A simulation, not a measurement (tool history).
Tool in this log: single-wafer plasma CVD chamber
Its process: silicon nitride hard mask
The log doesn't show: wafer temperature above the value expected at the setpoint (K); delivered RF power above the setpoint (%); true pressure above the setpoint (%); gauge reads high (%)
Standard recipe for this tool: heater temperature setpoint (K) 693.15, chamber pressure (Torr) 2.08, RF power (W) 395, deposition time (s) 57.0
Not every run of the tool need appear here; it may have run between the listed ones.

run	hour	heater temperature setpoint (K)	chamber pressure (Torr)	RF power (W)	deposition time (s)	wafers since the last listed run	hours since the last thermocouple change	hours since the last RF generator calibration	hours since the last manometer calibration	hours since the showerhead was replaced	hours since the gauge calibration	read-back reference wafer on the same gauge, thickness_nm	mean film thickness on the monitor wafer (Å)
1	0.0	693.15	2.08	395	57.0	0	2584.0	1541.3	701.7	6639.5	42.3	103.223	827.15
2	16.1	693.15	2.08	395	57.0	435	2600.1	1557.4	717.8	6655.6	58.4	103.330	821.30
3	29.9	693.15	2.08	395	57.0	373	2613.9	1571.2	731.6	6669.4	72.2	103.266	818.67
4	42.4	693.15	2.08	395	51.5	338	2626.4	1583.7	744.1	6681.9	84.7	103.344	745.10
5	48.6	701.15	2.08	395	57.0	167	2632.6	1589.9	750.3	6688.1	90.9	103.275	824.60
6	57.4	701.15	2.08	395	57.0	238	2641.4	1598.7	759.1	6696.9	99.7	103.258	815.27
7	72.4	701.15	2.08	395	57.0	406	2656.4	1613.7	774.1	6711.9	114.7	103.180	819.62
8	87.5	693.15	2.08	395	52.9	408	2671.5	1628.8	789.2	6727.0	129.8	103.494	759.75
9	98.8	693.15	2.08	395	57.0	305	2682.8	1640.1	800.5	6738.3	141.1	103.143	820.82
10	116.6	693.15	2.08	395	57.0	481	2700.6	1657.9	818.3	6756.1	158.9	103.114	818.52
# hour 132.0: RF generator calibrated
11	132.5	693.15	2.08	395	57.0	213	2716.5	0.5	834.2	6772.0	174.8	103.337	778.96
# hour 150.7: showerhead replaced
12	151.2	693.15	2.08	395	57.0	289	2735.2	19.2	852.9	0.5	193.5	103.332	780.26
13	152.0	693.15	2.08	395	57.0	21	2736.0	20.0	853.7	1.3	194.3	103.283	779.45
14	160.6	693.15	2.52	395	57.0	232	2744.6	28.6	862.3	9.9	202.9	103.356	811.24
# hour 176.7: thermocouple changed; heater temperature recalibrated
15	177.2	686.15	2.59	455	54.0	232	0.5	45.2	878.9	26.5	219.5	103.362	872.93
16	182.8	693.15	2.08	395	57.0	151	6.1	50.8	884.5	32.1	225.1	103.267	779.38
# hour 191.8: gauge calibrated
# hour 195.5: capacitance manometer re-zeroed and calibrated
17	196.0	693.15	2.08	395	57.0	140	19.3	64.0	0.5	45.3	4.2	103.342	780.47
# hour 208.6: RF generator calibrated, repeated, since the last time left the tool worse
18	209.1	693.15	1.60	320	57.0	138	32.4	0.5	13.6	58.4	17.3	103.158	668.42
19	212.6	693.15	2.08	330	57.0	94	35.9	4.0	17.1	61.9	20.8	103.495	724.96
20	223.1	687.15	2.08	345	46.1	284	46.4	14.5	27.6	72.4	31.3	103.298	617.93
21	256.2	693.15	2.08	395	46.5	895	79.5	47.6	60.7	105.5	64.4	103.470	704.92
22	276.6	706.15	2.57	345	66.0	552	99.9	68.0	81.1	125.9	84.8	103.136	901.16
23	284.6	699.15	1.65	475	50.2	216	107.9	76.0	89.1	133.9	92.8	103.381	855.51
24	291.7	684.15	2.08	395	57.0	192	115.0	83.1	96.2	141.0	99.9	103.280	870.11
25	308.3	693.15	2.08	395	57.0	449	131.6	99.7	112.8	157.6	116.5	103.386	868.56
26	325.3	697.15	2.08	465	57.0	460	148.6	116.7	129.8	174.6	133.5	103.303	988.96
27	338.4	693.15	2.08	395	57.0	354	161.7	129.8	142.9	187.7	146.6	103.046	867.53
28	352.5	693.15	2.26	395	61.2	381	175.8	143.9	157.0	201.8	160.7	103.391	936.64

Measured minus without-hidden-state, run by run (identical run-to-run variation in each term; gauge scatter may differ):
run	mean film thickness on the monitor wafer (Å)
1	-42.54
2	-43.15
3	-43.81
4	-40.53
5	-45.22
6	-45.23
7	-46.36
8	-43.82
9	-48.03
10	-48.99
11	-85.71
12	-85.86
13	-85.78
14	-89.27
15	-88.75
16	-85.81
17	-85.96
18	-2.38
19	-2.59
20	-2.14
21	-2.18
22	-3.21
23	-2.41
24	-2.77
25	-2.82
26	-2.91
27	-2.92
28	-3.22
